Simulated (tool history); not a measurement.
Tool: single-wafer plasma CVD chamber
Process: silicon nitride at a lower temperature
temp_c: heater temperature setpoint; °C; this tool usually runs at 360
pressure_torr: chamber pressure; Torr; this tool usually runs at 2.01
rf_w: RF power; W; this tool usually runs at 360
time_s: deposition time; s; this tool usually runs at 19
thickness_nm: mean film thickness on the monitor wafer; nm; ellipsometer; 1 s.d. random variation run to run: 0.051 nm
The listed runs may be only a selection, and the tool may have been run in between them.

run,hour,temp_c,pressure_torr,rf_w,time_s,"read-back reference wafer on the same gauge, thickness_nm",thickness_nm
1,0,360,2.01,360,19,25.497,25.018
2,17.1,360,2.01,315,19,25.506,23.064
3,34.7,360,2.01,315,19,25.501,23.026
4,44.1,365,2.01,360,19,25.491,24.947
5,91.4,348,2.01,360,19,25.491,25.103
6,99.7,360,2.01,360,19,25.482,24.919
7,116.3,360,2.01,360,19,25.496,24.88
8,125.9,360,2.01,360,19,25.498,24.921
9,136.2,360,2.41,390,19,25.503,27.48
10,152.5,360,2.41,390,19,25.512,27.436
11,166.7,360,2.01,360,21.2,25.497,28.334
12,174.8,369,1.59,360,19,25.49,23.555
13,183.1,360,1.61,360,19,25.498,23.747
14,196.5,360,2.01,395,19,25.503,26.708
15,213.6,360,2.01,325,17.5,25.498,22.011
16,227.7,356,1.72,340,19,25.495,23.477
17,241.3,360,1.71,320,21.3,25.497,25.201
18,249.3,370,2.01,360,19,25.495,25.216
19,257.6,354,2.01,360,16.1,25.497,21.518
20,265.5,352,2.01,360,19,25.504,25.44
21,273.2,346,1.58,335,19,25.496,22.734
22,288.5,360,2.51,390,19,25.497,29.108
23,295.8,360,1.8,405,19,25.497,27.18
24,329.2,374,1.81,360,19,25.506,25.196
25,342.8,360,1.67,360,17.4,25.491,22.539
26,359.2,360,2.01,310,16.5,25.514,20.541
27,371.1,360,2.01,310,16.5,25.493,20.537
28,380.2,360,2.01,360,19,25.486,25.944
29,391.3,360,2.01,360,19,25.495,25.914
30,400.4,360,2.01,360,19,25.504,25.945

Removed from this log: 5 entries logged between the listed runs. Between which two listed runs does each belong, and how does the tool's hidden state at the listed run before it compare with that at the listed run after it?
After run 7, before run 8: showerhead replaced (hour 125.4)
  delivered RF power above the setpoint (%): -5.11 -> -5.13; true pressure above the setpoint (%): -5.95 -> -6.05
  what was measured, less what the result would be without the hidden state, thickness_nm: -1.237 -> -1.25 nm
After run 10, before run 11: capacitance manometer re-zeroed and calibrated (hour 163.6)
  delivered RF power above the setpoint (%): -5.17 -> -5.19; true pressure above the setpoint (%): -6.33 -> 0.406
  what was measured, less what the result would be without the hidden state, thickness_nm: -1.375 -> -0.879 nm
After run 18, before run 19: gauge calibrated (hour 251.6)
  delivered RF power above the setpoint (%): -5.29 -> -5.3; true pressure above the setpoint (%): 0.369 -> 0.361
  what was measured, less what the result would be without the hidden state, thickness_nm: -0.802 -> -0.685 nm
After run 21, before run 22: thermocouple changed; heater temperature recalibrated (hour 286); RF generator calibrated (hour 287.8)
  delivered RF power above the setpoint (%): -5.31 -> -0.287; true pressure above the setpoint (%): 0.345 -> 0.327
  what was measured, less what the result would be without the hidden state, thickness_nm: -0.745 -> -0.027 nm

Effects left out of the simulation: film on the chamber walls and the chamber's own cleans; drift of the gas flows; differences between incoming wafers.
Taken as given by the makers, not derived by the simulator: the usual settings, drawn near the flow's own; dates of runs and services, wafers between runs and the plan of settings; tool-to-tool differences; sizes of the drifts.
